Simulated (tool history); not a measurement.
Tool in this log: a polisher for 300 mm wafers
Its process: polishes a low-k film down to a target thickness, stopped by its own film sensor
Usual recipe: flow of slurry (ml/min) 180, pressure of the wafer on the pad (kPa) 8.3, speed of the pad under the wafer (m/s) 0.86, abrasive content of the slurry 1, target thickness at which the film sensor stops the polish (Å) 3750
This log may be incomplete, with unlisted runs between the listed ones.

run   hour  flow of slurry (ml/min)  pressure of the wafer on the pad (kPa)  speed of the pad under the wafer (m/s)  abrasive content of the slurry  target thickness at which the film sensor stops the polish (Å)  incoming thickness of the incoming film, nm  time until the film sensor stopped the polish (s)
  1      0                      180                                     8.3                                    0.86                               1                                                            3750                                        388.9                                               80.7
  2    8.6                      180                                     8.3                                    0.86                               1                                                            3750                                        396.2                                              120.2
  3   18.2                      180                                     8.3                                    0.86                               1                                                            3750                                        388.4                                               78.2
  4   35.9                      180                                     8.3                                    0.86                            0.85                                                            3750                                        392.4                                              111.5
      48.9  -- head pressure recalibrated
  5   50.7                      180                                     8.3                                    1.06                               1                                                            3750                                        389.9                                               75.7
      60.4  -- slurry blender recalibrated
  6   64.2                      180                                     8.3                                    1.06                               1                                                            3750                                        381.5                                               33.3
  7   77.5                      180                                     8.3                                    0.86                               1                                                            3750                                        395.2                                              119.2
      84.7  -- worn pad replaced by a new one
  8   85.2                      180                                     8.3                                    0.86                               1                                                            3750                                        387.9                                               74.4
  9   91.7                      180                                    10.3                                    0.86                               1                                                            3750                                          394                                               95.5
 10  106.1                      180                                     8.3                                    0.86                               1                                                            3720                                        390.9                                                114
 11  120.1                      180                                     6.9                                    0.86                               1                                                            3720                                        385.5                                               91.5
     129.1  -- conditioning disc replaced and pad reconditioned
     129.6  -- slurry nozzle cleaned
 12  132.9                      200                                     8.3                                    0.74                               1                                                            3750                                        391.9                                               90.4
 13  148.3                      180                                     8.3                                    0.86                               1                                                            3750                                        389.4                                               70.4
 14  162.3                      125                                     8.3                                    0.86                             0.9                                                            3780                                        387.4                                               52.7

Predict each of these 5 candidate next runs independently; none follows another, all start after run 14:
  A  162.7                      160                                     8.3                                    0.86                               1                                                            3750                                        388.2                                                  ?
  B  162.7                      180                                     5.5                                    0.58                             0.8                                                            3780                                        388.2                                                  ?
  C  162.7                      180                                     6.2                                    0.76                               1                                                            3750                                        388.2                                                  ?
  D  162.7                      180                                     6.9                                    0.68                               1                                                            3710                                        388.2                                                  ?
  E  162.7                      180                                     8.3                                    0.86                               1                                                            3790                                        388.2                                                  ?

run  time until the film sensor stopped the polish (s)
  A                                               68.4
  B                                               98.3
  C                                               88.6
  D                                              116.7
  E                                               46.7
What these runs would have given with no unlogged condition in the tool:
run  time until the film sensor stopped the polish (s)
  A                                               63.5
  B                                               93.7
  C                                               83.5
  D                                              110.2
  E                                               43.4

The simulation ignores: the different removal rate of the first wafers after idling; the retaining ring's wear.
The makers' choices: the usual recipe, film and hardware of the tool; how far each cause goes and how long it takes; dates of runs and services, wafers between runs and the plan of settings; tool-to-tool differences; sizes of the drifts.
